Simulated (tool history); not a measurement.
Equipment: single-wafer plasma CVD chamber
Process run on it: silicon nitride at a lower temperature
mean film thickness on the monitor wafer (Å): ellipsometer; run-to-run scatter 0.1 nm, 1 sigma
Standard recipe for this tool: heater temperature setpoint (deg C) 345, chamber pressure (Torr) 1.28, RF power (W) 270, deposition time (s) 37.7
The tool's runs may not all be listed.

run,hour,heater temperature setpoint (deg C),chamber pressure (Torr),RF power (W),deposition time (s),"read-back reference wafer on the same gauge, thickness_nm",mean film thickness on the monitor wafer (Å)
1,0,345,1.28,270,37.7,43.003,345.82
2,7.7,345,1.28,270,37.7,42.997,346.27
# hour 26.7: thermocouple changed; heater temperature recalibrated
3,27.2,345,1.28,270,37.7,43.001,344.13
4,36.8,345,1.28,270,37.7,42.993,344.19
5,48.1,354,1.28,270,31.7,43.023,289.29
# hour 56.6: RF generator calibrated
6,57.1,354,1.28,270,31.7,43.023,307.38
7,77.3,354,1.28,270,31.7,43.001,306.58
8,103.3,358,1.28,315,37.7,42.987,409.79
9,110,345,1.03,270,44.3,43.034,410.25
10,117.9,345,1.49,270,37.7,43.012,375.82
# hour 133.6: capacitance manometer re-zeroed and calibrated
11,134.1,345,1.09,305,44,42.965,453.46
# hour 150.9: showerhead replaced, of another model than before
12,151.4,345,1.42,270,40.3,43.002,396.87
13,153.1,345,1.28,270,37.7,42.992,364.88
14,160.9,345,1.28,285,37.7,42.955,379.03
15,173.1,345,1.28,270,37.7,42.978,363.89
16,185.3,356,1.28,270,37.7,43.035,363.35
17,197.6,345,1.28,255,37.7,42.969,351.66
# hour 213.4: gauge calibrated
18,213.9,353,1.34,270,37.7,42.991,367.77
19,223.9,345,1.18,270,37.7,43.016,360.42
20,233.4,345,1.28,320,37.7,43.017,402.25
21,242.1,345,1.28,300,37.7,43.041,385.73
22,250.1,345,1.58,245,30.7,43.023,288.29
23,257.4,345,1.28,300,37.7,43.01,386.19
24,271.2,356,1.43,240,40,43.003,363.41
25,287.7,345,1.02,270,37.7,42.955,349.26
26,300.4,331,1.28,270,37.7,43.003,363.33
27,309.4,345,1.28,270,37.7,43.004,363.19
28,317.6,345,1.28,270,41.1,42.994,393.72

Had the tool no unlogged condition, and each run kept its random variation, what would the results have been?
The hidden state here: wafer temperature above the value expected at the setpoint (K); delivered RF power above the setpoint (%); true pressure above the setpoint (%); gauge reads high (%).
run,mean film thickness on the monitor wafer (Å)
1,370.17
2,370.67
3,368.43
4,368.52
5,309.76
6,309.4
7,309.12
8,413.81
9,414.76
10,380.19
11,458.96
12,401.03
13,368.74
14,383.05
15,368.15
16,367.85
17,356.25
18,372.89
19,365.62
20,407.89
21,391.46
22,292.84
23,392.21
24,369.54
25,355.43
26,369.98
27,369.99
28,401.24

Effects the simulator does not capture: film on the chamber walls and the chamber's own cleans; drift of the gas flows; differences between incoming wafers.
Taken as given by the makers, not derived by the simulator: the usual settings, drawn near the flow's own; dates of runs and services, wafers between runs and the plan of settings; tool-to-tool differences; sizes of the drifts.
